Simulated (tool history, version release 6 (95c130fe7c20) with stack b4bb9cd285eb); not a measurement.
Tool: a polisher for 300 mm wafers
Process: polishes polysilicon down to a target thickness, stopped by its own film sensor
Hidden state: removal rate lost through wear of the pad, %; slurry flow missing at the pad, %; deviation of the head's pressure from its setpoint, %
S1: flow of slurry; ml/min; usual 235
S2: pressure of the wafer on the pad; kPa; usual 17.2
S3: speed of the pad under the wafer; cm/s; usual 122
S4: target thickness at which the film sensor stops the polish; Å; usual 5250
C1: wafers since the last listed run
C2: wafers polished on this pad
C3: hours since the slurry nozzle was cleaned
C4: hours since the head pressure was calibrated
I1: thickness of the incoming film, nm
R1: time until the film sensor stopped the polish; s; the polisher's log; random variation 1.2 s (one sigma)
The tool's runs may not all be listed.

run 1 hour=0.0 | S1=235 S2=17.2 S3=122 S4=5250 | C1=0 C2=65 C3=348.3 C4=473.5 | I1=1340.9 | R1=87.9
run 2 hour=38.4 | S1=235 S2=17.2 S3=122 S4=5250 | C1=214 C2=280 C3=386.7 C4=511.9 | I1=1333.3 | R1=86.2
run 3 hour=104.2 | S1=235 S2=17.2 S3=122 S4=5250 | C1=368 C2=648 C3=452.5 C4=577.7 | I1=1334.0 | R1=85.2
-- hour=171.3 worn pad replaced by a new one
run 4 hour=175.5 | S1=235 S2=17.2 S3=122 S4=5250 | C1=376 C2=23 C3=523.8 C4=649.0 | I1=1335.2 | R1=85.7
run 5 hour=234.9 | S1=235 S2=17.2 S3=122 S4=5250 | C1=332 C2=355 C3=583.2 C4=708.4 | I1=1339.4 | R1=86.0
run 6 hour=261.2 | S1=235 S2=20.7 S3=122 S4=5250 | C1=147 C2=502 C3=609.5 C4=734.7 | I1=1340.1 | R1=74.3
-- hour=311.1 slurry nozzle cleaned
run 7 hour=321.4 | S1=235 S2=20.7 S3=122 S4=5250 | C1=331 C2=833 C3=10.3 C4=794.9 | I1=1335.1 | R1=74.8
-- hour=342.1 worn pad replaced by a new one
-- hour=345.6 head pressure recalibrated
run 8 hour=365.1 | S1=235 S2=20.7 S3=122 S4=5250 | C1=210 C2=117 C3=54.0 C4=19.5 | I1=1367.8 | R1=78.1
run 9 hour=433.6 | S1=235 S2=17.2 S3=112 S4=5250 | C1=383 C2=500 C3=122.5 C4=88.0 | I1=1324.5 | R1=92.3
run 10 hour=487.8 | S1=235 S2=17.2 S3=122 S4=5250 | C1=303 C2=804 C3=176.7 C4=142.2 | I1=1331.1 | R1=85.0
run 11 hour=521.4 | S1=235 S2=17.2 S3=122 S4=5250 | C1=187 C2=992 C3=210.3 C4=175.8 | I1=1328.0 | R1=85.2
-- hour=525.9 worn pad replaced by a new one
run 12 hour=577.1 | S1=295 S2=11.0 S3=160 S4=6190 | C1=289 C2=286 C3=266.0 C4=231.5 | I1=1344.2 | R1=81.7
run 13 hour=626.0 | S1=235 S2=17.2 S3=122 S4=7050 | C1=273 C2=559 C3=314.9 C4=280.4 | I1=1314.8 | R1=63.1
-- hour=686.6 worn pad replaced by a new one
run 14 hour=689.6 | S1=310 S2=21.4 S3=142 S4=6760 | C1=333 C2=16 C3=378.5 C4=344.0 | I1=1344.8 | R1=49.9
run 15 hour=719.4 | S1=310 S2=11.0 S3=134 S4=6360 | C1=166 C2=183 C3=408.3 C4=373.8 | I1=1340.0 | R1=98.0
run 16 hour=755.9 | S1=235 S2=17.2 S3=122 S4=5250 | C1=204 C2=387 C3=444.8 C4=410.3 | I1=1343.7 | R1=85.6
run 17 hour=813.2 | S1=235 S2=17.2 S3=100 S4=6490 | C1=320 C2=708 C3=502.1 C4=467.6 | I1=1323.5 | R1=87.0
-- hour=838.4 worn pad replaced by a new one
run 18 hour=866.7 | S1=205 S2=20.7 S3=148 S4=5250 | C1=276 C2=158 C3=555.6 C4=521.1 | I1=1352.2 | R1=62.6

5 ways to go on from here, each from the tool as it stands after run 18. What would each give?
run A hour=867.2 | S1=235 S2=17.2 S3=140 S4=5250 | C1=2 C2=161 C3=556.1 C4=521.6 | I1=1336.0 | R1=?
run B hour=867.2 | S1=235 S2=20.0 S3=122 S4=5250 | C1=2 C2=161 C3=556.1 C4=521.6 | I1=1336.0 | R1=?
run C hour=867.2 | S1=295 S2=17.2 S3=122 S4=5250 | C1=2 C2=161 C3=556.1 C4=521.6 | I1=1336.0 | R1=?
run D hour=867.2 | S1=235 S2=22.8 S3=144 S4=5250 | C1=2 C2=161 C3=556.1 C4=521.6 | I1=1336.0 | R1=?
run E hour=867.2 | S1=185 S2=19.3 S3=158 S4=5250 | C1=2 C2=161 C3=556.1 C4=521.6 | I1=1336.0 | R1=?

run=A R1=74.7
run=B R1=75.7
run=C R1=84.2
run=D R1=57.4
run=E R1=61.4
Without the tool's hidden state the same runs would have given:
run=A R1=74.7
run=B R1=75.7
run=C R1=84.2
run=D R1=57.4
run=E R1=61.4

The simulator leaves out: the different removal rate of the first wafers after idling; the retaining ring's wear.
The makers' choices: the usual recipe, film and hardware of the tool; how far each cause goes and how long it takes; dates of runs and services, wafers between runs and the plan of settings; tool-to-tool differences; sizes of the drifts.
